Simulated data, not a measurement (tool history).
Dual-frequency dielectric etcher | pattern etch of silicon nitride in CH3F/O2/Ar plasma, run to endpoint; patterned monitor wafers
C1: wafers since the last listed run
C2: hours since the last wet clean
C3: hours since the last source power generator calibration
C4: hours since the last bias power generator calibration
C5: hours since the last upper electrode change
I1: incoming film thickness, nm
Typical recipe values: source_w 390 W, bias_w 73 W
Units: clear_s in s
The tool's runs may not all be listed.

Run 1, day 0.000: usual settings; C1 0; C2 244.8; C3 1166.3; C4 1897.5; C5 2868.4; I1 21.47. Result: clear_s 30.1 s.
Run 2, day 2.954: usual settings; C1 938; C2 315.7; C3 1237.2; C4 1968.4; C5 2939.3; I1 21.29. Result: clear_s 30.0 s.
Run 3, day 5.804: usual settings; C1 905; C2 384.1; C3 1305.6; C4 2036.8; C5 3007.7; I1 21.38. Result: clear_s 29.9 s.
Run 4, day 8.004: usual settings; C1 699; C2 436.9; C3 1358.4; C4 2089.6; C5 3060.5; I1 21.52. Result: clear_s 30.1 s.
Run 5, day 9.167: usual settings; C1 369; C2 464.8; C3 1386.3; C4 2117.5; C5 3088.4; I1 21.31. Result: clear_s 29.8 s.
At day 10.954: wet clean of the chamber.
Run 6, day 11.262: usual settings; C1 348; C2 7.4; C3 1436.6; C4 2167.8; C5 3138.7; I1 21.32. Result: clear_s 29.8 s.
Run 7, day 12.454: usual settings; C1 378; C2 36.0; C3 1465.2; C4 2196.4; C5 3167.3; I1 21.17. Result: clear_s 29.6 s.
Run 8, day 14.992: usual settings; C1 806; C2 96.9; C3 1526.1; C4 2257.3; C5 3228.2; I1 21.46. Result: clear_s 30.0 s.
Run 9, day 21.454: usual settings; C1 2054; C2 252.0; C3 1681.2; C4 2412.4; C5 3383.3; I1 21.55. Result: clear_s 30.2 s.
Run 10, day 22.483: usual settings but source_w 450 W; C1 327; C2 276.7; C3 1705.9; C4 2437.1; C5 3408.0; I1 21.18. Result: clear_s 27.2 s.
Run 11, day 24.083: usual settings but source_w 450 W; C1 508; C2 315.1; C3 1744.3; C4 2475.5; C5 3446.4; I1 21.20. Result: clear_s 27.2 s.
Run 12, day 25.812: usual settings but source_w 450 W; C1 549; C2 356.6; C3 1785.8; C4 2517.0; C5 3487.9; I1 21.37. Result: clear_s 27.6 s.
At day 28.558: upper electrode replaced.
At day 29.312: bias power generator calibrated.
At day 30.404: wet clean of the chamber.
Run 13, day 33.675: usual settings but source_w 440 W, bias_w 87 W; C1 1810; C2 78.5; C3 1974.5; C4 104.7; C5 122.8; I1 21.32. Result: clear_s 26.4 s.
Run 14, day 34.912: usual settings but source_w 360 W; C1 393; C2 108.2; C3 2004.2; C4 134.4; C5 152.5; I1 21.31. Result: clear_s 31.2 s.
Run 15, day 37.854: usual settings but source_w 460 W, bias_w 85 W; C1 935; C2 178.8; C3 2074.8; C4 205.0; C5 223.1; I1 21.30. Result: clear_s 25.9 s.
Run 16, day 40.550: usual settings but source_w 340 W, bias_w 56 W; C1 856; C2 243.5; C3 2139.5; C4 269.7; C5 287.8; I1 21.53. Result: clear_s 35.4 s.
Run 17, day 42.654: usual settings; C1 668; C2 294.0; C3 2190.0; C4 320.2; C5 338.3; I1 21.40. Result: clear_s 29.8 s.
At day 44.354: source power generator calibrated.
At day 46.592: wet clean of the chamber.
Run 18, day 49.933: usual settings but source_w 330 W, bias_w 88 W; C1 1942; C2 80.2; C3 133.9; C4 494.9; C5 513.0; I1 21.43. Result: clear_s 32.6 s.
Run 19, day 51.104: usual settings but source_w 430 W; C1 372; C2 108.3; C3 162.0; C4 523.0; C5 541.1; I1 21.42. Result: clear_s 29.1 s.
Run 20, day 54.954: usual settings but bias_w 64 W; C1 1223; C2 200.7; C3 254.4; C4 615.4; C5 633.5; I1 21.45. Result: clear_s 32.0 s.
Run 21, day 57.225: usual settings but source_w 450 W, bias_w 67 W; C1 721; C2 255.2; C3 308.9; C4 669.9; C5 688.0; I1 21.38. Result: clear_s 28.9 s.
Run 22, day 59.900: usual settings but source_w 480 W; C1 850; C2 319.4; C3 373.1; C4 734.1; C5 752.2; I1 21.33. Result: clear_s 26.9 s.
Run 23, day 61.250: usual settings but source_w 320 W, bias_w 86 W; C1 429; C2 351.8; C3 405.5; C4 766.5; C5 784.6; I1 21.34. Result: clear_s 32.7 s.
Run 24, day 62.404: usual settings but source_w 320 W, bias_w 86 W; C1 366; C2 379.5; C3 433.2; C4 794.2; C5 812.3; I1 21.24. Result: clear_s 32.8 s.

What differs in the tool's unlogged condition from the final listed run ahead of each entry between runs to the first listed run following it?
From run 5 to run 6: wet clean of the chamber (day 10.954)
  source power that arrives over what is set, %: 5.32 -> 5.38
  measured value less the no-hidden-state value, clear_s: -0.9 -> -1.0 s
From run 12 to run 13: upper electrode replaced (day 28.558); bias power generator calibrated (day 29.312); wet clean of the chamber (day 30.404)
  source power that arrives over what is set, %: 5.7 -> 5.83
  measured value less the no-hidden-state value, clear_s: -0.9 -> -0.9 s
From run 17 to run 18: source power generator calibrated (day 44.354); wet clean of the chamber (day 46.592)
  source power that arrives over what is set, %: 5.94 -> 0.91
  measured value less the no-hidden-state value, clear_s: -1.0 -> -0.2 s
